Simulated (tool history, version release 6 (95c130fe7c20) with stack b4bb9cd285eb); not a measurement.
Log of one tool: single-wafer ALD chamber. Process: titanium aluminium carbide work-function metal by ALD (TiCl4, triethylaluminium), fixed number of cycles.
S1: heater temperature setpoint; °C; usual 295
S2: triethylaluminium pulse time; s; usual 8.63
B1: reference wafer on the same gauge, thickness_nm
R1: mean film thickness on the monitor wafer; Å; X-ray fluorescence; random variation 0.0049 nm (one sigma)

{"run": 1, "hour": 0.0, "S1": 295, "S2": 8.63, "B1": 2.039, "R1": 17.27}
{"run": 2, "hour": 9.5, "S1": 295, "S2": 8.63, "B1": 2.04, "R1": 17.15}
{"run": 3, "hour": 22.9, "S1": 290, "S2": 7.18, "B1": 2.039, "R1": 16}
{"run": 4, "hour": 29.4, "S1": 295, "S2": 7.62, "B1": 2.04, "R1": 16.52}
{"run": 5, "hour": 43.8, "S1": 302, "S2": 8.63, "B1": 2.04, "R1": 17.34}
{"run": 6, "hour": 60.6, "S1": 295, "S2": 8.63, "B1": 2.038, "R1": 16.85}
{"hour": 69.5, "done": "triethylaluminium bottle replaced"}
{"run": 7, "hour": 70.3, "S1": 295, "S2": 8.63, "B1": 2.04, "R1": 18.37}
{"hour": 88.2, "done": "thermocouple changed; heater temperature recalibrated"}
{"run": 8, "hour": 88.7, "S1": 285, "S2": 9.59, "B1": 2.038, "R1": 17.91}
{"run": 9, "hour": 93.0, "S1": 295, "S2": 8.63, "B1": 2.039, "R1": 18.41}
{"run": 10, "hour": 101.6, "S1": 295, "S2": 8.63, "B1": 2.042, "R1": 18.38}
{"run": 11, "hour": 108.5, "S1": 310, "S2": 11.45, "B1": 2.04, "R1": 20.08}
{"hour": 109.7, "done": "gauge calibrated"}
{"run": 12, "hour": 125.2, "S1": 309, "S2": 11.81, "B1": 2.04, "R1": 20.03}
{"hour": 136.7, "done": "showerhead replaced"}
{"run": 13, "hour": 142.9, "S1": 290, "S2": 9.58, "B1": 2.04, "R1": 18.28}
{"run": 14, "hour": 154.9, "S1": 309, "S2": 6.74, "B1": 2.041, "R1": 18.59}
{"run": 15, "hour": 172.2, "S1": 308, "S2": 6.89, "B1": 2.041, "R1": 18.52}

Some steps in R1 between neighbouring runs. How much of each would the tool show without its hidden state too (settings, what came in, random variation), and how much is left for the hidden state, with any gauge scatter that isn't in both results?
The hidden state here: wafer temperature above the value expected at the setpoint (K); triethylaluminium dose above that of a fresh bottle (%); gauge reads high (%).
Run 6 -> 7: triethylaluminium bottle replaced. R1 +1.52 Å: hidden state +1.55, all else -0.03.
Run 12 -> 13: S1 309 -> 290, S2 11.81 -> 9.58, showerhead replaced. R1 -1.75 Å: hidden state -0.03, all else -1.72.
